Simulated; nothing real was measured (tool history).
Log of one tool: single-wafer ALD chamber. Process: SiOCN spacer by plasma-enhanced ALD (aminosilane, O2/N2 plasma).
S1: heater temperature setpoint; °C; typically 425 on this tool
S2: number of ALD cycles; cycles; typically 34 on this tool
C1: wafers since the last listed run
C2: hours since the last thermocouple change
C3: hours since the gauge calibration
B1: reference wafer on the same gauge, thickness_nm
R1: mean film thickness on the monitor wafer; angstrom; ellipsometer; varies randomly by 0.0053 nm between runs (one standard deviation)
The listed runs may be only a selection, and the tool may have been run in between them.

Run 1, day 0.000: usual settings; C1 0; C2 1435.6; C3 446.4; B1 2.221. Result: R1 21.12 angstrom.
Run 2, day 0.708: usual settings; C1 126; C2 1452.6; C3 463.4; B1 2.221. Result: R1 21.11 angstrom.
Run 3, day 1.992: usual settings; C1 229; C2 1483.4; C3 494.2; B1 2.218. Result: R1 21.09 angstrom.
Run 4, day 3.858: usual settings; C1 333; C2 1528.2; C3 539.0; B1 2.219. Result: R1 21.01 angstrom.
Run 5, day 4.408: usual settings; C1 98; C2 1541.4; C3 552.2; B1 2.220. Result: R1 20.97 angstrom.
Run 6, day 5.646: usual settings; C1 221; C2 1571.1; C3 581.9; B1 2.221. Result: R1 20.97 angstrom.
Run 7, day 6.888: usual settings but S2 30 cycles; C1 222; C2 1600.9; C3 611.7; B1 2.218. Result: R1 18.50 angstrom.
Run 8, day 8.029: usual settings but S2 30 cycles; C1 204; C2 1628.3; C3 639.1; B1 2.221. Result: R1 18.54 angstrom.
Run 9, day 9.288: usual settings; C1 225; C2 1658.5; C3 669.3; B1 2.221. Result: R1 20.94 angstrom.
Run 10, day 10.183: usual settings; C1 160; C2 1680.0; C3 690.8; B1 2.221. Result: R1 20.83 angstrom.
At day 13.688: thermocouple changed; heater temperature recalibrated.
Run 11, day 13.925: usual settings; C1 609; C2 5.7; C3 780.6; B1 2.219. Result: R1 21.25 angstrom.
At day 14.838: gauge calibrated.
Run 12, day 14.975: usual settings; C1 187; C2 30.9; C3 3.3; B1 2.220. Result: R1 21.33 angstrom.
Run 13, day 16.188: usual settings; C1 216; C2 60.0; C3 32.4; B1 2.219. Result: R1 21.15 angstrom.
Run 14, day 17.142: usual settings; C1 170; C2 82.9; C3 55.3; B1 2.222. Result: R1 21.16 angstrom.
Run 15, day 18.425: usual settings; C1 229; C2 113.7; C3 86.1; B1 2.222. Result: R1 21.24 angstrom.
Run 16, day 19.017: usual settings; C1 105; C2 127.9; C3 100.3; B1 2.218. Result: R1 21.19 angstrom.
Run 17, day 19.600: usual settings but S2 29 cycles; C1 104; C2 141.9; C3 114.3; B1 2.218. Result: R1 18.04 angstrom.
Run 18, day 20.358: usual settings; C1 135; C2 160.1; C3 132.5; B1 2.220. Result: R1 21.11 angstrom.
Run 19, day 21.738: usual settings; C1 246; C2 193.2; C3 165.6; B1 2.220. Result: R1 21.17 angstrom.
Run 20, day 22.533: usual settings but S1 437 °C, S2 41 cycles; C1 142; C2 212.3; C3 184.7; B1 2.219. Result: R1 24.60 angstrom.
Run 21, day 23.217: usual settings but S1 417 °C, S2 28 cycles; C1 122; C2 228.7; C3 201.1; B1 2.220. Result: R1 17.92 angstrom.
Run 22, day 23.971: usual settings but S1 420 °C, S2 38 cycles; C1 134; C2 246.8; C3 219.2; B1 2.221. Result: R1 24.15 angstrom.
Run 23, day 24.838: usual settings but S1 414 °C, S2 30 cycles; C1 155; C2 267.6; C3 240.0; B1 2.222. Result: R1 19.34 angstrom.
Run 24, day 26.292: usual settings; C1 260; C2 302.5; C3 274.9; B1 2.222. Result: R1 21.16 angstrom.
Run 25, day 27.412: usual settings but S1 439 °C; C1 200; C2 329.4; C3 301.8; B1 2.220. Result: R1 20.26 angstrom.
Run 26, day 28.642: usual settings but S1 432 °C; C1 219; C2 358.9; C3 331.3; B1 2.221. Result: R1 20.71 angstrom.

Run 27 comes next. What will it give?
Run 27, day 29.621: usual settings but S1 417 °C, S2 29 cycles; C1 175; C2 382.4; C3 354.8; B1 ?. Result: R1 ?.

{"run 27": {"B1": 2.219, "R1": 18.58}}
On a tool with no hidden condition, and with the same random variation, this run would have come out at R1 18.59 angstrom.

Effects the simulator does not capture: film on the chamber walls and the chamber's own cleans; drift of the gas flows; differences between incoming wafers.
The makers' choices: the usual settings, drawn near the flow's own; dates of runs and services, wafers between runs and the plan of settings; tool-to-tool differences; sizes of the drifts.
